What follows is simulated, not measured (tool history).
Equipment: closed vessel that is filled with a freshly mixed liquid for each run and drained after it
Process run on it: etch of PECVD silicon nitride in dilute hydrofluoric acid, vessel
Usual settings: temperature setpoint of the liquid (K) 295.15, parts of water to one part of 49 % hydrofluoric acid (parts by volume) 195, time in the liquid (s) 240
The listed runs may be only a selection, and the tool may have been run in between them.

run	hour	temperature setpoint of the liquid (K)	parts of water to one part of 49 % hydrofluoric acid (parts by volume)	time in the liquid (s)	read-back film thickness of the PECVD silicon nitride reference wafer, read on the same gauge (nm)	thickness taken off the PECVD silicon nitride on a monitor wafer (nm)
1	0.0	295.15	195	240	129.963	3.940
2	37.4	299.15	195	185	129.953	3.805
3	68.3	299.15	195	185	130.011	3.834
4	99.6	299.15	195	185	129.995	3.790
5	120.8	296.65	195	240	129.976	4.249
6	143.9	296.65	195	240	130.021	4.264
7	169.9	295.15	195	240	129.977	3.840
8	186.1	295.15	195	145	130.005	2.304
9	204.1	295.15	195	145	129.999	2.338
10	222.7	295.15	195	145	129.960	2.283
11	247.0	295.15	195	240	130.016	3.743
# hour 251.4: thermometer replaced
12	273.3	292.15	195	240	130.035	3.026
# hour 275.5: gauge calibrated
13	290.2	292.15	195	240	129.978	2.908
14	317.9	295.15	195	240	130.007	3.662
15	347.3	295.15	195	240	129.969	3.557
# hour 439.6: thermometer replaced, repeated, since the last time left the tool worse
16	445.9	295.15	115	240	129.997	6.699
17	479.2	295.15	195	240	129.979	4.035
18	503.1	295.15	270	240	129.988	2.929
19	524.4	295.15	195	200	129.987	3.385
20	556.8	295.15	195	240	129.992	4.043
# hour 579.5: hydrofluoric acid flow meter replaced
21	591.4	297.15	230	240	130.000	3.887
22	617.5	299.65	170	200	130.029	5.065
23	633.7	290.65	280	315	130.013	2.691
# hour 644.2: gauge calibrated
24	664.7	295.15	195	150	130.013	2.440
25	690.6	295.15	125	190	130.027	4.772
26	745.7	295.15	220	145	129.965	2.113
27	761.1	299.15	280	320	129.950	4.691
28	782.3	295.15	195	240	130.023	3.866

Each run again, without the hidden state but with its own random variation kept:
The hidden state here: liquid colder than its thermometer reads (K); hydrofluoric acid flow above the setpoint (%); gauge reads high (%).
run	thickness taken off the PECVD silicon nitride on a monitor wafer (nm)
1	4.101
2	3.967
3	4.008
4	3.972
5	4.466
6	4.493
7	4.057
8	2.438
9	2.478
10	2.424
11	3.984
12	3.413
13	3.287
14	4.136
15	4.028
16	6.748
17	4.074
18	2.964
19	3.434
20	4.111
21	3.964
22	5.174
23	2.758
24	2.505
25	4.913
26	2.185
27	4.846
28	4.012

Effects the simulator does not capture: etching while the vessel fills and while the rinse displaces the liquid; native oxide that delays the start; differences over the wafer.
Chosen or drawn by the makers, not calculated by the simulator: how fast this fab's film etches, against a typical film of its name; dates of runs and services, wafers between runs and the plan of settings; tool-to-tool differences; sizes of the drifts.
